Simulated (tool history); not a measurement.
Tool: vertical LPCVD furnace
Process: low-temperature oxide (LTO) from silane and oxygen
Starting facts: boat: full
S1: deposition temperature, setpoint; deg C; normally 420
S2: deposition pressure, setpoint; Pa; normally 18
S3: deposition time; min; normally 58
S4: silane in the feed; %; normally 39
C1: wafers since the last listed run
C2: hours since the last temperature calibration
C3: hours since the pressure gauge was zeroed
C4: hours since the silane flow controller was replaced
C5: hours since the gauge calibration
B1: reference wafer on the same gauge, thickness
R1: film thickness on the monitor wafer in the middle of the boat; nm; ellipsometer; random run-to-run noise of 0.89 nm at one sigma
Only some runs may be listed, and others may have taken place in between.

run,hour,S1,S2,S3,S4,C1,C2,C3,C4,C5,B1,R1
1,0,420,15.3,58,39,0,1217.2,3011.2,4929.5,177.5,361.97,345.79
2,43.4,420,15.3,58,39,673,1260.6,3054.6,4972.9,220.9,361.94,346.07
3,104.2,412,18,58,39,943,1321.4,3115.4,5033.7,281.7,362,372.57
4,135.5,412,18,58,39,485,1352.7,3146.7,5065,313,362.11,374.72
5,185,412,18,58,39,768,1402.2,3196.2,5114.5,362.5,362.09,374.96
6,227.5,420,18,58,34,659,1444.7,3238.7,5157,405,362.3,343.99
7,292.9,420,18,58,34,1015,1510.1,3304.1,5222.4,470.4,362.21,342.5
8,353.2,420,18,58,34,936,1570.4,3364.4,5282.7,530.7,362.03,344.63
# hour 391.6: silane flow controller replaced
9,392.1,420,18,58,39,231,1609.3,3403.3,0.5,569.6,362.1,408.41
10,416.8,420,18,58,39,383,1634,3428,25.2,594.3,361.91,407.49
11,478.8,420,18,58,39,962,1696,3490,87.2,656.3,361.97,406.92
# hour 514.3: thermocouples replaced and temperature profile calibrated
12,568,428,14,58,39,1012,53.7,3579.2,176.4,745.5,362.06,349.54
13,620.5,426,22,36,45,814,106.2,3631.7,228.9,798,362.05,389.35
# hour 673.7: pressure gauge zeroed
14,674.2,420,16.7,58,39,461,159.9,0.5,282.6,851.7,361.9,384.89
15,716.7,412,15.3,79.5,33,659,202.4,43,325.1,894.2,362.12,363.9
16,754,420,18,58,39,579,239.7,80.3,362.4,931.5,362.18,418.51
# hour 798: thermocouples replaced and temperature profile calibrated, repeated, since the last time left the tool worse
17,881.4,426,14,74,43,1605,83.4,207.7,489.8,1058.9,362.12,469
# hour 893.1: gauge calibrated
18,939.8,420,18,70,45,906,141.8,266.1,548.2,46.7,362.16,562.58
19,1006.9,420,21.3,37,45,1041,208.9,333.2,615.3,113.8,362.04,353.55
20,1058.2,420,18,58,39,796,260.2,384.5,666.6,165.1,361.87,403.88
21,1110.4,420,18,70,45,810,312.4,436.7,718.8,217.3,361.73,565.1
22,1154.1,420,18,70,45,678,356.1,480.4,762.5,261,361.92,566.54
23,1223.5,420,18,58,39,1077,425.5,549.8,831.9,330.4,361.98,403.81

Hidden state or all else? Some run-to-run changes of R1, split into what the settings, what came in and random variation would give without the hidden state, and what is left for the hidden state (with any gauge scatter that isn't in both results):
The tool's hidden condition here consists of: true tube temperature minus thermocouple reading, K; true pressure minus gauge reading, mTorr; deviation of the silane flow from its setpoint, %; gauge reads high (%).
Run 11 -> 12: S1 420 -> 428, S2 18 -> 14, thermocouples replaced and temperature profile calibrated. R1 -57.38 nm: hidden state +5.07, all else -62.45.
Run 16 -> 17: S1 420 -> 426, S2 18 -> 14, S3 58 -> 74, S4 39 -> 43, thermocouples replaced and temperature profile calibrated, repeated, since the last time left the tool worse. R1 +50.49 nm: hidden state -17.9, all else +68.39.
Run 18 -> 19: S2 18 -> 21.3, S3 70 -> 37. R1 -209.03 nm: hidden state -1.15, all else -207.88.
Run 22 -> 23: S3 70 -> 58, S4 45 -> 39. R1 -162.73 nm: hidden state -1.52, all else -161.21.
